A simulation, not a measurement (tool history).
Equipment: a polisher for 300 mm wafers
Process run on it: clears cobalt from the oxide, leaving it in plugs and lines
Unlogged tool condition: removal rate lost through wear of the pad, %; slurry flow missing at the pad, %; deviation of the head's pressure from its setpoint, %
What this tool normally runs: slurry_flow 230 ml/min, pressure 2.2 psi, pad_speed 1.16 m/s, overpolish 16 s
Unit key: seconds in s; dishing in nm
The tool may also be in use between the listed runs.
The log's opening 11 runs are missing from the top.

| run | hour | slurry_flow | pressure | pad_speed | overpolish | wafers since the last listed run | wafers polished on this pad | hours since the slurry nozzle was cleaned | hours since the head pressure was calibrated | incoming thickness of the incoming film, nm | seconds | dishing |
|---|---|---|---|---|---|---|---|---|---|---|---|---|
| 12 | 310.1 | 230 | 2.2 | 1.32 | 16 | 241 | 425 | 646.9 | 429.6 | 198.6 | 33.2 | 51.2 |
| 13 | 329.9 | 230 | 2.2 | 1.32 | 16 | 191 | 617 | 666.7 | 449.4 | 200 | 33.2 | 50.7 |
| 14 | 343.5 | 230 | 1.7 | 1.16 | 16 | 131 | 749 | 680.3 | 463 | 202.6 | 50.7 | 41.3 |
| 15 | 375.2 | 230 | 1.9 | 1.16 | 16 | 307 | 1056 | 712 | 494.7 | 201.5 | 47.9 | 43.3 |
| 16 | 401.4 | 300 | 2.9 | 1.32 | 8 | 253 | 1309 | 738.2 | 520.9 | 201.9 | 27.1 | 39.1 |
| 17 | 424.5 | 195 | 2.6 | 1.16 | 16 | 223 | 1533 | 761.3 | 544 | 199.7 | 36.7 | 50.4 |
| 18 | 441.8 | 210 | 2.9 | 0.92 | 12 | 167 | 1701 | 778.6 | 561.3 | 203.5 | 39.6 | 40.2 |
| 19 | 454.9 | 210 | 2.2 | 1.16 | 16 | 126 | 1828 | 791.7 | 574.4 | 197.5 | 43.1 | 44.8 |
|  | 478.6 | worn pad replaced by a new one |
| 20 | 480.2 | 160 | 2.2 | 1.16 | 16 | 206 | 15 | 817 | 599.7 | 199.3 | 42.8 | 45.6 |
|  | 485.9 | slurry nozzle cleaned |
|  | 485.9 | head pressure recalibrated |
| 21 | 513.8 | 250 | 2.5 | 1.16 | 23 | 305 | 321 | 27.9 | 27.9 | 195.6 | 29.8 | 62.6 |
| 22 | 543.6 | 230 | 2.2 | 1.16 | 16 | 288 | 610 | 57.7 | 57.7 | 197.3 | 35.7 | 49.9 |
| 23 | 578.2 | 230 | 2.2 | 1.16 | 16 | 335 | 945 | 92.3 | 92.3 | 202.7 | 36.8 | 48.8 |
| 24 | 640 | 200 | 1.6 | 1.16 | 11 | 598 | 1543 | 154.1 | 154.1 | 203.9 | 54.7 | 30.1 |
| 25 | 671 | 230 | 1.4 | 0.96 | 16 | 300 | 1844 | 185.1 | 185.1 | 204 | 73.4 | 31.5 |
|  | 690.4 | worn pad replaced by a new one |
| 26 | 706.7 | 255 | 2.2 | 1.16 | 16 | 307 | 158 | 220.8 | 220.8 | 202.2 | 34.8 | 49.9 |
| 27 | 738.2 | 230 | 2.2 | 1.26 | 23 | 305 | 463 | 252.3 | 252.3 | 201.5 | 35.4 | 59.4 |
| 28 | 766.5 | 195 | 2.6 | 1.16 | 16 | 274 | 737 | 280.6 | 280.6 | 200.4 | 33 | 52.4 |
| 29 | 782.4 | 155 | 2.2 | 1.16 | 16 | 153 | 891 | 296.5 | 296.5 | 197.4 | 39.4 | 46.7 |
| 30 | 813.9 | 230 | 2.2 | 1.16 | 16 | 305 | 1196 | 328 | 328 | 200.7 | 37.6 | 48 |
| 31 | 849.1 | 230 | 2.2 | 1.16 | 16 | 340 | 1537 | 363.2 | 363.2 | 196.2 | 39.2 | 46.5 |
| 32 | 881.6 | 230 | 2.2 | 1.26 | 23 | 314 | 1852 | 395.7 | 395.7 | 203 | 38.3 | 57.8 |
|  | 908.1 | worn pad replaced by a new one |
| 33 | 909.8 | 230 | 2.2 | 1.16 | 16 | 234 | 16 | 423.9 | 423.9 | 200.1 | 36.7 | 50.4 |
| 34 | 937.3 | 195 | 2.6 | 1.16 | 16 | 266 | 283 | 451.4 | 451.4 | 201.8 | 32.3 | 52.7 |
| 35 | 959.8 | 180 | 2.2 | 1.16 | 16 | 217 | 500 | 473.9 | 473.9 | 196.7 | 38.8 | 47.7 |
| 36 | 977.4 | 230 | 2.2 | 0.78 | 16 | 170 | 671 | 491.5 | 491.5 | 202.3 | 53.3 | 39.1 |

Below are 3 alternative next runs, each starting from the tool's condition after run 36. Predict each:
| A | 977.8 | 230 | 1.8 | 1.16 | 16 | 3 | 675 | 491.9 | 491.9 | 199.4 | ? | ? |
| B | 977.8 | 230 | 2.2 | 1.52 | 16 | 3 | 675 | 491.9 | 491.9 | 199.4 | ? | ? |
| C | 977.8 | 230 | 3 | 0.88 | 16 | 3 | 675 | 491.9 | 491.9 | 199.4 | ? | ? |

| run | seconds | dishing |
|---|---|---|
| A | 45.2 | 42.8 |
| B | 29.2 | 54.3 |
| C | 34.3 | 50.1 |
With the hidden condition removed and each run's random variation left untouched, the same runs would have given:
| run | seconds | dishing |
|---|---|---|
| A | 40.7 | 45.6 |
| B | 26.3 | 56.9 |
| C | 30.9 | 52.9 |
